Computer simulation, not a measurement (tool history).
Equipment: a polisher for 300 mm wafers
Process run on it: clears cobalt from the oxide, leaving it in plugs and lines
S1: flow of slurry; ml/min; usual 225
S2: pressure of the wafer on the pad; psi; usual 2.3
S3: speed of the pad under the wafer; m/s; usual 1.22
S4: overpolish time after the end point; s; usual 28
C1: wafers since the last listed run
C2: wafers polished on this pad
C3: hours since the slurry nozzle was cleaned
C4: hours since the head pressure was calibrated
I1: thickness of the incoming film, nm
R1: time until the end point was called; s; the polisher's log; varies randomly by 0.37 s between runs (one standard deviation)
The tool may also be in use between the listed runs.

Run 1, hour 0.0: usual settings but S2 2.0 psi; C1 0; C2 484; C3 153.3; C4 848.2; I1 248.4. Result: R1 36.8 s.
Run 2, hour 31.5: usual settings; C1 172; C2 657; C3 184.8; C4 879.7; I1 253.3. Result: R1 35.1 s.
Run 3, hour 46.5: usual settings; C1 82; C2 739; C3 199.8; C4 894.7; I1 252.4. Result: R1 34.9 s.
Run 4, hour 58.8: usual settings; C1 67; C2 806; C3 212.1; C4 907.0; I1 250.8. Result: R1 34.9 s.
Run 5, hour 85.7: usual settings; C1 147; C2 954; C3 239.0; C4 933.9; I1 248.1. Result: R1 34.5 s.
Run 6, hour 100.0: usual settings; C1 78; C2 1032; C3 253.3; C4 948.2; I1 246.3. Result: R1 34.3 s.
Run 7, hour 126.2: usual settings but S1 195 ml/min; C1 143; C2 1176; C3 279.5; C4 974.4; I1 246.7. Result: R1 35.5 s.
Run 8, hour 157.8: usual settings but S1 195 ml/min; C1 173; C2 1349; C3 311.1; C4 1006.0; I1 254.3. Result: R1 35.8 s.
At hour 182.5: worn pad replaced by a new one.
Run 9, hour 192.1: usual settings; C1 165; C2 52; C3 345.4; C4 1040.3; I1 248.9. Result: R1 32.2 s.
Run 10, hour 215.3: usual settings; C1 127; C2 179; C3 368.6; C4 1063.5; I1 252.4. Result: R1 33.6 s.
At hour 220.6: head pressure recalibrated.
Run 11, hour 229.9: usual settings but S3 0.88 m/s; C1 69; C2 248; C3 383.2; C4 9.3; I1 246.9. Result: R1 42.3 s.
Run 12, hour 249.8: usual settings but S1 285 ml/min; C1 109; C2 357; C3 403.1; C4 29.2; I1 252.5. Result: R1 33.1 s.
At hour 253.9: slurry nozzle cleaned.
Run 13, hour 326.4: usual settings; C1 414; C2 771; C3 72.5; C4 105.8; I1 249.0. Result: R1 34.7 s.
Run 14, hour 341.7: usual settings but S1 280 ml/min, S2 1.5 psi, S3 1.34 m/s; C1 83; C2 855; C3 87.8; C4 121.1; I1 250.2. Result: R1 39.7 s.
Run 15, hour 371.9: usual settings but S3 1.58 m/s, S4 20 s; C1 165; C2 1020; C3 118.0; C4 151.3; I1 250.6. Result: R1 27.9 s.
Run 16, hour 402.7: usual settings but S1 285 ml/min, S2 1.6 psi, S3 1.36 m/s, S4 19 s; C1 168; C2 1189; C3 148.8; C4 182.1; I1 251.7. Result: R1 39.0 s.
Run 17, hour 414.8: usual settings but S1 250 ml/min, S4 18 s; C1 66; C2 1255; C3 160.9; C4 194.2; I1 250.0. Result: R1 34.6 s.
Run 18, hour 445.5: usual settings; C1 168; C2 1424; C3 191.6; C4 224.9; I1 251.1. Result: R1 34.8 s.
At hour 463.6: worn pad replaced by a new one.
Run 19, hour 464.1: usual settings; C1 79; C2 2; C3 210.2; C4 243.5; I1 247.0. Result: R1 31.0 s.

Exercise: give the hidden state of the tool at every run:
slurry flow missing at the pad, %: 0 at every run
deviation of the head's pressure from its setpoint, %: 0 at every run
H1: removal rate lost through wear of the pad, %
run    H1
  1  6.75
  2  7.79
  3  8.17
  4  8.43
  5  8.88
  6  9.07
  7  9.34
  8  9.57
  9  1.07
 10  3.13
 11  4.16
 12  5.31
 13  7.88
 14  8.17
 15   8.6
 16  8.91
 17  9.01
 18  9.19
 19  1.17
